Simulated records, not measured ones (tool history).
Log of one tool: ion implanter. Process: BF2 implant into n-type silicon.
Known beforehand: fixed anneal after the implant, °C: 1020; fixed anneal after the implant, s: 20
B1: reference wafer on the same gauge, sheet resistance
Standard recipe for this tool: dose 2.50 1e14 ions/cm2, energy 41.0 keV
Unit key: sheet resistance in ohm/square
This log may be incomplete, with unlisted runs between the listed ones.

{"run": 1, "hour": 0.0, "dose": 2.5, "energy": 38.0, "B1": 438.96, "sheet resistance": 399.01}
{"run": 2, "hour": 78.1, "dose": 2.5, "energy": 41.0, "B1": 439.07, "sheet resistance": 396.23}
{"run": 3, "hour": 169.3, "dose": 2.5, "energy": 41.0, "B1": 439.18, "sheet resistance": 394.65}
{"run": 4, "hour": 222.2, "dose": 2.5, "energy": 41.0, "B1": 439.42, "sheet resistance": 397.06}
{"run": 5, "hour": 279.9, "dose": 2.5, "energy": 41.0, "B1": 439.0, "sheet resistance": 396.47}
{"run": 6, "hour": 370.3, "dose": 2.5, "energy": 41.0, "B1": 439.22, "sheet resistance": 395.74}
{"run": 7, "hour": 473.9, "dose": 2.5, "energy": 41.0, "B1": 439.27, "sheet resistance": 393.14}
{"run": 8, "hour": 523.1, "dose": 2.78, "energy": 41.0, "B1": 439.02, "sheet resistance": 362.31}
{"run": 9, "hour": 630.1, "dose": 2.78, "energy": 41.0, "B1": 439.05, "sheet resistance": 359.63}
{"run": 10, "hour": 707.8, "dose": 2.78, "energy": 41.0, "B1": 438.69, "sheet resistance": 361.55}
{"run": 11, "hour": 767.9, "dose": 2.86, "energy": 48.5, "B1": 438.93, "sheet resistance": 347.14}
{"run": 12, "hour": 870.3, "dose": 2.86, "energy": 48.5, "B1": 439.35, "sheet resistance": 347.81}
{"run": 13, "hour": 968.4, "dose": 2.86, "energy": 48.5, "B1": 439.39, "sheet resistance": 346.93}
{"run": 14, "hour": 1037.9, "dose": 2.04, "energy": 44.5, "B1": 439.53, "sheet resistance": 466.62}
{"run": 15, "hour": 1099.8, "dose": 2.04, "energy": 44.5, "B1": 438.85, "sheet resistance": 464.23}
{"run": 16, "hour": 1154.5, "dose": 2.11, "energy": 35.0, "B1": 438.69, "sheet resistance": 463.41}
{"run": 17, "hour": 1210.4, "dose": 2.11, "energy": 35.0, "B1": 439.69, "sheet resistance": 462.9}
{"run": 18, "hour": 1296.6, "dose": 2.74, "energy": 33.0, "B1": 438.92, "sheet resistance": 375.51}
{"run": 19, "hour": 1384.2, "dose": 2.5, "energy": 41.0, "B1": 439.09, "sheet resistance": 395.91}
{"run": 20, "hour": 1447.2, "dose": 2.5, "energy": 41.0, "B1": 438.56, "sheet resistance": 393.87}
{"run": 21, "hour": 1493.6, "dose": 2.24, "energy": 51.5, "B1": 438.66, "sheet resistance": 419.61}
{"run": 22, "hour": 1550.3, "dose": 2.75, "energy": 36.0, "B1": 438.62, "sheet resistance": 370.54}
{"run": 23, "hour": 1625.1, "dose": 2.02, "energy": 28.0, "B1": 438.74, "sheet resistance": 491.76}
{"run": 24, "hour": 1730.2, "dose": 2.08, "energy": 50.0, "B1": 438.97, "sheet resistance": 449.02}
{"run": 25, "hour": 1980.8, "dose": 2.88, "energy": 30.5, "B1": 438.95, "sheet resistance": 361.22}
{"run": 26, "hour": 2070.0, "dose": 2.76, "energy": 32.5, "B1": 439.39, "sheet resistance": 371.96}
{"run": 27, "hour": 2108.9, "dose": 2.24, "energy": 51.5, "B1": 438.85, "sheet resistance": 422.42}
{"run": 28, "hour": 2151.5, "dose": 2.74, "energy": 46.0, "B1": 438.73, "sheet resistance": 361.15}
{"run": 29, "hour": 2247.6, "dose": 2.19, "energy": 50.0, "B1": 439.29, "sheet resistance": 429.38}
{"run": 30, "hour": 2347.3, "dose": 2.19, "energy": 50.0, "B1": 439.09, "sheet resistance": 430.0}
{"run": 31, "hour": 2402.6, "dose": 1.8, "energy": 34.5, "B1": 438.97, "sheet resistance": 525.76}
{"run": 32, "hour": 2458.2, "dose": 2.77, "energy": 41.0, "B1": 439.02, "sheet resistance": 364.28}
{"run": 33, "hour": 2512.5, "dose": 1.92, "energy": 49.0, "B1": 439.21, "sheet resistance": 480.25}
{"run": 34, "hour": 2563.9, "dose": 2.19, "energy": 50.0, "B1": 438.51, "sheet resistance": 429.23}
{"run": 35, "hour": 2600.0, "dose": 2.29, "energy": 41.0, "B1": 438.75, "sheet resistance": 424.12}
{"run": 36, "hour": 2678.1, "dose": 1.94, "energy": 53.5, "B1": 439.48, "sheet resistance": 471.29}

The log once held 7 entries between its listed runs, left out of this copy. Where does each go, and what is different about the tool's unlogged condition between the listed run before it and the listed run after it?
Logged between run 2 and run 3: Faraday cup replaced and dose calibrated (hour 124.5)
  the hidden state is the same at both runs
Logged between run 9 and run 10: Faraday cup replaced and dose calibrated (hour 707.3)
  the hidden state is the same at both runs
Logged between run 17 and run 18: Faraday cup replaced and dose calibrated (hour 1268.1)
  the hidden state is the same at both runs
Logged between run 24 and run 25: gauge calibrated (hour 1762.6); Faraday cup replaced and dose calibrated (hour 1966.9); extraction supply calibrated (hour 1973.1)
  the hidden state is the same at both runs
Logged between run 34 and run 35: Faraday cup replaced and dose calibrated (hour 2589.5)
  the hidden state is the same at both runs
